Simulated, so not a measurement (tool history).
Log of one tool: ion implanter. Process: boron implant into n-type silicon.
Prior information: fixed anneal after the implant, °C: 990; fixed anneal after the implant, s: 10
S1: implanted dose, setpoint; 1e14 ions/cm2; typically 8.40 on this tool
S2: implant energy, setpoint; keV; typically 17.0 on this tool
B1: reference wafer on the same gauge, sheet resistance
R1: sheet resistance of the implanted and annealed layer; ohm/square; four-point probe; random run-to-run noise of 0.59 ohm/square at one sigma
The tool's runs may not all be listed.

run    hour     S1    S2      B1      R1
  1     0.0   8.40  17.0  143.63  150.95
  2    95.5   8.40  17.0  143.53  151.65
  3   170.5   8.40  21.0  143.80  148.77
  4   208.1   8.40  21.0  143.94  148.64
  5   303.7   8.40  17.0  144.43  152.02
  6   354.4   8.40  17.0  144.68  153.32
  7   396.3   8.40  17.0  144.83  153.55
  8   447.1   8.40  17.0  145.25  154.32
  9   509.9   8.40  17.0  145.68  152.45
      537.7  -- Faraday cup replaced and dose calibrated
 10   551.0   8.40  17.0  145.91  153.94
      770.5  -- gauge calibrated
 11   801.6   6.94  19.5  141.20  171.02
      811.2  -- extraction supply calibrated
 12   909.0   9.07  22.0  141.33  135.42
 13   949.2  10.50  23.0  141.25  120.87
 14  1010.1   8.40  13.5  141.38  152.80
 15  1079.4   8.40  22.5  141.67  145.46
 16  1170.2   8.40  17.0  141.82  149.93
 17  1236.3   7.16  12.0  142.46  174.37
 18  1283.9   8.40  17.0  142.65  149.56

Branching from run 18: 4 alternative next runs. What would each branch give?
  A  1284.3   8.40  17.0   ?   ?
  B  1284.3  10.11  19.5   ?   ?
  C  1284.3   9.91  19.5   ?   ?
  D  1284.3   9.68  13.0   ?   ?

run      B1      R1
  A  142.69  150.48
  B  142.69  128.60
  C  142.69  130.55
  D  142.69  140.87
Stripped of hidden state, with their random variation kept, the same runs would have yielded:
run      R1
  A  149.77
  B  128.00
  C  129.94
  D  140.20

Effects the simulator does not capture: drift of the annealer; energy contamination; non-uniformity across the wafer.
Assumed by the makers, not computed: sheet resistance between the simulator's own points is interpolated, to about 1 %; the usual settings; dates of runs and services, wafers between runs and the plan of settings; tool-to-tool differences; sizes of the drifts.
